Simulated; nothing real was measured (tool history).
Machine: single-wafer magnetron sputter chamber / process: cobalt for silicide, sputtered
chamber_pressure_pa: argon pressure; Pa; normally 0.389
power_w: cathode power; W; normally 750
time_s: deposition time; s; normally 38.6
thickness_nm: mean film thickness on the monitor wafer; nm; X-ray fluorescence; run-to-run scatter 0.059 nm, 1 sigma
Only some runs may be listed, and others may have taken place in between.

| run | hour | chamber_pressure_pa | power_w | time_s | wafers since the last listed run | wafers on the sputter target | hours since the last manometer calibration | hours since the magnet pack was replaced | hours since the gauge calibration | read-back reference wafer on the same gauge, thickness_nm | thickness_nm |
|---|---|---|---|---|---|---|---|---|---|---|---|
| 1 | 0.0 | 0.389 | 700 | 38.6 | 0 | 3432 | 2298.5 | 4989.8 | 272.9 | 13.666 | 14.034 |
| 2 | 34.0 | 0.389 | 700 | 38.6 | 922 | 4354 | 2332.5 | 5023.8 | 306.9 | 13.654 | 13.941 |
| 3 | 60.1 | 0.389 | 750 | 38.6 | 707 | 5062 | 2358.6 | 5049.9 | 333.0 | 13.699 | 14.801 |
| 4 | 95.8 | 0.389 | 750 | 38.6 | 968 | 6030 | 2394.3 | 5085.6 | 368.7 | 13.661 | 14.755 |
| 5 | 128.3 | 0.389 | 750 | 33.2 | 881 | 6911 | 2426.8 | 5118.1 | 401.2 | 13.678 | 12.713 |
|  | 148.6 | sputter target and shields replaced |
| 6 | 149.1 | 0.389 | 750 | 33.2 | 347 | 14 | 2447.6 | 5138.9 | 422.0 | 13.687 | 12.692 |
| 7 | 171.0 | 0.389 | 750 | 33.2 | 593 | 608 | 2469.5 | 5160.8 | 443.9 | 13.703 | 12.694 |
| 8 | 199.9 | 0.389 | 750 | 38.6 | 783 | 1392 | 2498.4 | 5189.7 | 472.8 | 13.724 | 14.868 |
| 9 | 234.7 | 0.424 | 850 | 38.6 | 943 | 2335 | 2533.2 | 5224.5 | 507.6 | 13.731 | 15.982 |
| 10 | 306.6 | 0.424 | 850 | 38.6 | 1949 | 4285 | 2605.1 | 5296.4 | 579.5 | 13.805 | 16.012 |
| 11 | 323.6 | 0.389 | 750 | 44.0 | 461 | 4746 | 2622.1 | 5313.4 | 596.5 | 13.788 | 16.915 |
|  | 336.0 | magnet pack replaced |
| 12 | 357.5 | 0.389 | 750 | 44.0 | 702 | 5449 | 2656.0 | 21.5 | 630.4 | 13.826 | 17.003 |
| 13 | 387.3 | 0.389 | 750 | 38.6 | 808 | 6257 | 2685.8 | 51.3 | 660.2 | 13.845 | 14.909 |
|  | 413.7 | sputter target and shields replaced |
| 14 | 419.6 | 0.389 | 750 | 38.6 | 659 | 159 | 2718.1 | 83.6 | 692.5 | 13.858 | 14.929 |
| 15 | 435.0 | 0.323 | 850 | 38.6 | 417 | 577 | 2733.5 | 99.0 | 707.9 | 13.870 | 17.128 |
| 16 | 448.8 | 0.295 | 750 | 38.6 | 374 | 951 | 2747.3 | 112.8 | 721.7 | 13.860 | 15.649 |
| 17 | 479.3 | 0.257 | 800 | 36.2 | 827 | 1778 | 2777.8 | 143.3 | 752.2 | 13.906 | 15.878 |
| 18 | 515.0 | 0.489 | 750 | 38.6 | 968 | 2746 | 2813.5 | 179.0 | 787.9 | 13.931 | 14.220 |
| 19 | 537.1 | 0.389 | 800 | 33.9 | 599 | 3346 | 2835.6 | 201.1 | 810.0 | 13.935 | 13.718 |
| 20 | 566.1 | 0.389 | 750 | 38.6 | 786 | 4132 | 2864.6 | 230.1 | 839.0 | 13.967 | 14.981 |
| 21 | 578.1 | 0.389 | 800 | 35.1 | 325 | 4458 | 2876.6 | 242.1 | 851.0 | 13.999 | 14.526 |
| 22 | 597.4 | 0.389 | 750 | 38.6 | 523 | 4981 | 2895.9 | 261.4 | 870.3 | 13.997 | 15.094 |
| 23 | 615.2 | 0.389 | 850 | 38.6 | 482 | 5464 | 2913.7 | 279.2 | 888.1 | 13.981 | 16.705 |
|  | 655.7 | sputter target and shields replaced |
| 24 | 656.2 | 0.459 | 850 | 44.2 | 894 | 13 | 2954.7 | 320.2 | 929.1 | 14.062 | 18.290 |
|  | 669.9 | gauge calibrated |
| 25 | 671.3 | 0.389 | 750 | 38.6 | 409 | 422 | 2969.8 | 335.3 | 1.4 | 13.692 | 14.877 |
|  | 695.2 | capacitance manometer re-zeroed and calibrated |
| 26 | 696.6 | 0.389 | 750 | 44.2 | 469 | 891 | 1.4 | 360.6 | 26.7 | 13.698 | 16.803 |
| 27 | 722.2 | 0.520 | 800 | 38.6 | 694 | 1586 | 27.0 | 386.2 | 52.3 | 13.687 | 14.525 |
| 28 | 742.7 | 0.389 | 650 | 34.3 | 555 | 2142 | 47.5 | 406.7 | 72.8 | 13.712 | 11.848 |
| 29 | 812.0 | 0.265 | 600 | 42.6 | 1879 | 4021 | 116.8 | 476.0 | 142.1 | 13.728 | 14.780 |
| 30 | 841.9 | 0.389 | 900 | 38.6 | 810 | 4832 | 146.7 | 505.9 | 172.0 | 13.703 | 17.008 |
| 31 | 857.5 | 0.389 | 750 | 38.6 | 423 | 5255 | 162.3 | 521.5 | 187.6 | 13.736 | 14.631 |
| 32 | 876.5 | 0.538 | 750 | 38.6 | 515 | 5770 | 181.3 | 540.5 | 206.6 | 13.713 | 13.728 |
|  | 898.1 | sputter target and shields replaced |
| 33 | 901.9 | 0.389 | 750 | 38.6 | 471 | 102 | 206.7 | 565.9 | 232.0 | 13.699 | 14.759 |
| 34 | 918.2 | 0.389 | 750 | 38.6 | 442 | 544 | 223.0 | 582.2 | 248.3 | 13.739 | 14.717 |

Forecast each of these 5 alternatives for the next run:
| A | 918.6 | 0.389 | 750 | 31.9 | 10 | 555 | 223.4 | 582.6 | 248.7 | ? | ? |
| B | 918.6 | 0.330 | 600 | 34.3 | 10 | 555 | 223.4 | 582.6 | 248.7 | ? | ? |
| C | 918.6 | 0.251 | 750 | 38.6 | 10 | 555 | 223.4 | 582.6 | 248.7 | ? | ? |
| D | 918.6 | 0.245 | 600 | 32.5 | 10 | 555 | 223.4 | 582.6 | 248.7 | ? | ? |
| E | 918.6 | 0.437 | 850 | 38.6 | 10 | 555 | 223.4 | 582.6 | 248.7 | ? | ? |

| run | read-back reference wafer on the same gauge, thickness_nm | thickness_nm |
|---|---|---|
| A | 13.742 | 12.220 |
| B | 13.742 | 11.515 |
| C | 13.742 | 15.921 |
| D | 13.742 | 11.422 |
| E | 13.742 | 15.867 |
Without the tool's unlogged condition, the same runs would have read:
| run | thickness_nm |
|---|---|
| A | 12.192 |
| B | 11.488 |
| C | 15.884 |
| D | 11.395 |
| E | 15.830 |
